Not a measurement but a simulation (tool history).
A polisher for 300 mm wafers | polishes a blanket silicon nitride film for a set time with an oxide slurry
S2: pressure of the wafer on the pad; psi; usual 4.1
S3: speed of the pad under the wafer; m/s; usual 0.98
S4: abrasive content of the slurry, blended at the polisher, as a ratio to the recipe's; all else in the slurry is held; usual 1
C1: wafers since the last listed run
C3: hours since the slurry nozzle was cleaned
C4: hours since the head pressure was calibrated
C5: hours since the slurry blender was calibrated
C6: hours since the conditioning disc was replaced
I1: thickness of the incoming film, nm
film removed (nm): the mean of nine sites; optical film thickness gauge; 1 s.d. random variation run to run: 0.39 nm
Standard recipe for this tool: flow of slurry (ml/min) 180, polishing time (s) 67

Run 1, day 0: usual settings; C1 0; wafers polished on this pad 41; C3 176.7; C4 697.7; C5 125.6; C6 100; I1 500.8. Result: film removed (nm) 41.2.
At day 0.971: conditioning disc replaced and pad reconditioned.
Run 2, day 1.117: usual settings; C1 290; wafers polished on this pad 331; C3 203.5; C4 724.5; C5 152.4; C6 3.5; I1 499.7. Result: film removed (nm) 42.6.
At day 4.171: worn pad replaced by a new one.
At day 4.775: slurry blender recalibrated.
Run 3, day 5.267: usual settings; C1 1097; wafers polished on this pad 285; C3 303.1; C4 824.1; C5 11.8; C6 103.1; I1 497.7. Result: film removed (nm) 41.4.
At day 7.162: conditioning disc replaced and pad reconditioned.
Run 4, day 7.529: usual settings; C1 613; wafers polished on this pad 898; C3 357.4; C4 878.4; C5 66.1; C6 8.8; I1 503.4. Result: film removed (nm) 41.4.
Run 5, day 8.288: usual settings; C1 213; wafers polished on this pad 1111; C3 375.6; C4 896.6; C5 84.3; C6 27; I1 500.2. Result: film removed (nm) 41.3.
At day 8.592: worn pad replaced by a new one.
Run 6, day 9.771: usual settings; C1 370; wafers polished on this pad 331; C3 411.2; C4 932.2; C5 119.9; C6 62.6; I1 501.4. Result: film removed (nm) 40.7.
Run 7, day 10.6: usual settings; C1 233; wafers polished on this pad 565; C3 431.1; C4 952.1; C5 139.8; C6 82.5; I1 500.2. Result: film removed (nm) 41.1.
Run 8, day 11.883: usual settings; C1 361; wafers polished on this pad 926; C3 461.9; C4 982.9; C5 170.6; C6 113.3; I1 489.6. Result: film removed (nm) 40.5.
Run 9, day 12.821: usual settings; C1 263; wafers polished on this pad 1189; C3 484.4; C4 1005.4; C5 193.1; C6 135.8; I1 498.2. Result: film removed (nm) 41.
Run 10, day 13.379: usual settings but S4 0.8, polishing time (s) 77; C1 157; wafers polished on this pad 1347; C3 497.8; C4 1018.8; C5 206.5; C6 149.2; I1 503. Result: film removed (nm) 40.6.
At day 13.612: worn pad replaced by a new one.
At day 13.683: conditioning disc replaced and pad reconditioned.
At day 13.962: slurry blender recalibrated.
Run 11, day 14.8: usual settings; C1 309; wafers polished on this pad 290; C3 531.9; C4 1052.9; C5 20.1; C6 26.8; I1 493.2. Result: film removed (nm) 40.4.
Run 12, day 15.967: usual settings but flow of slurry (ml/min) 205; C1 328; wafers polished on this pad 619; C3 559.9; C4 1080.9; C5 48.1; C6 54.8; I1 498.6. Result: film removed (nm) 41.5.
At day 16.304: slurry nozzle cleaned.
At day 16.733: head pressure recalibrated.
Run 13, day 17.346: usual settings; C1 352; wafers polished on this pad 972; C3 25; C4 14.7; C5 81.2; C6 87.9; I1 503.4. Result: film removed (nm) 42.2.
Run 14, day 17.917: usual settings but S3 0.74 m/s; C1 160; wafers polished on this pad 1132; C3 38.7; C4 28.4; C5 94.9; C6 101.6; I1 502.9. Result: film removed (nm) 35.8.
At day 18.408: worn pad replaced by a new one.
Run 15, day 19.112: usual settings but S2 4.8 psi, S3 0.82 m/s; C1 289; wafers polished on this pad 197; C3 67.4; C4 57.1; C5 123.6; C6 130.3; I1 498.4. Result: film removed (nm) 42.
At day 19.417: conditioning disc replaced and pad reconditioned.
Run 16, day 19.996: usual settings but S4 0.75; C1 225; wafers polished on this pad 423; C3 88.6; C4 78.3; C5 144.8; C6 13.9; I1 509.4. Result: film removed (nm) 34.5.
Run 17, day 20.558: usual settings; C1 158; wafers polished on this pad 581; C3 102.1; C4 91.8; C5 158.3; C6 27.4; I1 496.6. Result: film removed (nm) 42.
Run 18, day 21.371: usual settings but S2 3.1 psi; C1 228; wafers polished on this pad 810; C3 121.6; C4 111.3; C5 177.8; C6 46.9; I1 500.6. Result: film removed (nm) 34.1.
At day 22.279: worn pad replaced by a new one.
At day 22.738: slurry blender recalibrated.
Run 19, day 22.758: usual settings; C1 320; wafers polished on this pad 111; C3 154.9; C4 144.6; C5 0.5; C6 80.2; I1 505.7. Result: film removed (nm) 42.2.

3 ways to go on from here, each from the tool as it stands after run 19. What would each give?
Run A, day 22.775: usual settings; C1 4; wafers polished on this pad 116; C3 155.3; C4 145; C5 0.9; C6 80.6; I1 507.6. Result: film removed (nm) ?.
Run B, day 22.775: usual settings but S2 5.5 psi, S3 1.28 m/s; C1 4; wafers polished on this pad 116; C3 155.3; C4 145; C5 0.9; C6 80.6; I1 507.6. Result: film removed (nm) ?.
Run C, day 22.775: usual settings but S2 5.3 psi, S3 0.7 m/s, polishing time (s) 85; C1 4; wafers polished on this pad 116; C3 155.3; C4 145; C5 0.9; C6 80.6; I1 507.6. Result: film removed (nm) ?.

run  film removed (nm)
  A               41.4
  B               60.4
  C               52.2
Had the tool no hidden state, the same runs would have come out as:
run  film removed (nm)
  A               42.1
  B               61.4
  C                 53
